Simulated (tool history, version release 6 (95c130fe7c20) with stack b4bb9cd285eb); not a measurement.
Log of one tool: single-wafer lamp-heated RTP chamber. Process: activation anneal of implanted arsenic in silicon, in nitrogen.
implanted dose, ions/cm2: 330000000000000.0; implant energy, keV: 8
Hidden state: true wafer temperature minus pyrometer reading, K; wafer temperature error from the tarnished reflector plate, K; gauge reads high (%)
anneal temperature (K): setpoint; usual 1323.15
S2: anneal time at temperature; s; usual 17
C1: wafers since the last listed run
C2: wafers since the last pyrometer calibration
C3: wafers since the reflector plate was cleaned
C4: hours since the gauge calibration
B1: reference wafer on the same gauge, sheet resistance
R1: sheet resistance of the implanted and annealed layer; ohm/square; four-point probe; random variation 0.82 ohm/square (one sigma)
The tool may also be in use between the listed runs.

Run 1, hour 0.0: usual settings but anneal temperature (K) 1317.15, S2 20 s; C1 0; C2 3818; C3 3259; C4 246.7; B1 322.01. Result: R1 277.87 ohm/square.
Run 2, hour 66.1: usual settings; C1 1227; C2 5045; C3 4486; C4 312.8; B1 322.00. Result: R1 277.30 ohm/square.
Run 3, hour 145.2: usual settings but S2 10 s; C1 1468; C2 6514; C3 5954; C4 391.9; B1 321.81. Result: R1 284.73 ohm/square.
At hour 305.0: pyrometer window cleaned and pyrometer calibrated.
Run 4, hour 458.2: usual settings but S2 10 s; C1 5662; C2 2844; C3 11617; C4 704.9; B1 321.99. Result: R1 287.18 ohm/square.
At hour 492.6: reflector plate cleaned.
Run 5, hour 533.6: usual settings but S2 23 s; C1 1251; C2 4096; C3 760; C4 780.3; B1 321.86. Result: R1 273.57 ohm/square.
Run 6, hour 628.4: usual settings but S2 23 s; C1 1760; C2 5856; C3 2520; C4 875.1; B1 321.82. Result: R1 271.16 ohm/square.
At hour 803.0: pyrometer window cleaned and pyrometer calibrated.
Run 7, hour 849.1: usual settings but anneal temperature (K) 1334.15; C1 3949; C2 856; C3 6469; C4 1095.8; B1 322.10. Result: R1 275.95 ohm/square.
Run 8, hour 888.7: usual settings but anneal temperature (K) 1334.15; C1 735; C2 1591; C3 7205; C4 1135.4; B1 322.29. Result: R1 275.42 ohm/square.
Run 9, hour 931.1: usual settings but anneal temperature (K) 1334.15; C1 787; C2 2378; C3 7992; C4 1177.8; B1 322.04. Result: R1 276.23 ohm/square.
Run 10, hour 1018.4: usual settings but anneal temperature (K) 1310.15; C1 1620; C2 3999; C3 9613; C4 1265.1; B1 322.03. Result: R1 283.11 ohm/square.
Run 11, hour 1104.5: usual settings but anneal temperature (K) 1310.15; C1 1598; C2 5597; C3 11211; C4 1351.2; B1 322.17. Result: R1 280.68 ohm/square.
At hour 1130.3: reflector plate cleaned.
At hour 1149.3: gauge calibrated.
Run 12, hour 1203.7: usual settings but anneal temperature (K) 1310.15; C1 1693; C2 7291; C3 1362; C4 54.4; B1 322.10. Result: R1 281.55 ohm/square.
At hour 1264.8: pyrometer window cleaned and pyrometer calibrated.
Run 13, hour 1265.3: usual settings; C1 995; C2 8; C3 2357; C4 116.0; B1 321.90. Result: R1 280.34 ohm/square.
Run 14, hour 1335.9: usual settings; C1 1310; C2 1319; C3 3668; C4 186.6; B1 321.88. Result: R1 278.78 ohm/square.
Run 15, hour 1381.4: usual settings but S2 8 s; C1 844; C2 2164; C3 4513; C4 232.1; B1 321.98. Result: R1 290.48 ohm/square.
Run 16, hour 1544.2: usual settings but anneal temperature (K) 1334.15; C1 3022; C2 5187; C3 7535; C4 394.9; B1 321.92. Result: R1 273.48 ohm/square.
Run 17, hour 1601.6: usual settings but anneal temperature (K) 1294.15, S2 21 s; C1 1065; C2 6252; C3 8601; C4 452.3; B1 321.90. Result: R1 284.11 ohm/square.
Run 18, hour 1658.9: usual settings but anneal temperature (K) 1340.15, S2 20 s; C1 1063; C2 7316; C3 9665; C4 509.6; B1 322.02. Result: R1 269.02 ohm/square.
At hour 1699.2: pyrometer window cleaned and pyrometer calibrated.
Run 19, hour 1721.4: usual settings but anneal temperature (K) 1314.15, S2 26 s; C1 1011; C2 411; C3 10677; C4 572.1; B1 321.85. Result: R1 276.00 ohm/square.
At hour 1772.3: reflector plate cleaned.
Run 20, hour 1824.5: usual settings but anneal temperature (K) 1346.15, S2 9 s; C1 1765; C2 2177; C3 969; C4 675.2; B1 322.06. Result: R1 282.07 ohm/square.
Run 21, hour 1866.0: usual settings; C1 770; C2 2948; C3 1739; C4 716.7; B1 321.96. Result: R1 279.45 ohm/square.
Run 22, hour 1937.8: usual settings but anneal temperature (K) 1314.15, S2 10 s; C1 1333; C2 4281; C3 3072; C4 788.5; B1 322.18. Result: R1 287.79 ohm/square.
Run 23, hour 1994.3: usual settings but anneal temperature (K) 1298.15, S2 10 s; C1 1048; C2 5330; C3 4121; C4 845.0; B1 322.21. Result: R1 293.77 ohm/square.
Run 24, hour 2055.1: usual settings but anneal temperature (K) 1341.15, S2 22 s; C1 1128; C2 6459; C3 5250; C4 905.8; B1 322.05. Result: R1 266.54 ohm/square.
Run 25, hour 2110.9: usual settings but anneal temperature (K) 1348.15, S2 11 s; C1 1036; C2 7495; C3 6286; C4 961.6; B1 321.99. Result: R1 274.18 ohm/square.
Run 26, hour 2166.6: usual settings but anneal temperature (K) 1306.15, S2 10 s; C1 1034; C2 8529; C3 7320; C4 1017.3; B1 322.39. Result: R1 289.02 ohm/square.
At hour 2186.7: pyrometer window cleaned and pyrometer calibrated.
Run 27, hour 2262.4: usual settings but S2 14 s; C1 1630; C2 1405; C3 8950; C4 1113.1; B1 322.32. Result: R1 284.00 ohm/square.

The same runs without the tool's hidden state, with the same run-to-run variation:
run      R1
  1  280.28
  2  280.29
  3  288.04
  4  288.56
  5  275.92
  6  274.38
  7  277.03
  8  276.86
  9  278.07
 10  285.54
 11  283.84
 12  285.59
 13  280.45
 14  279.51
 15  291.43
 16  276.18
 17  287.01
 18  272.93
 19  276.52
 20  283.43
 21  281.24
 22  289.82
 23  295.99
 24  270.33
 25  278.19
 26  292.65
 27  284.76
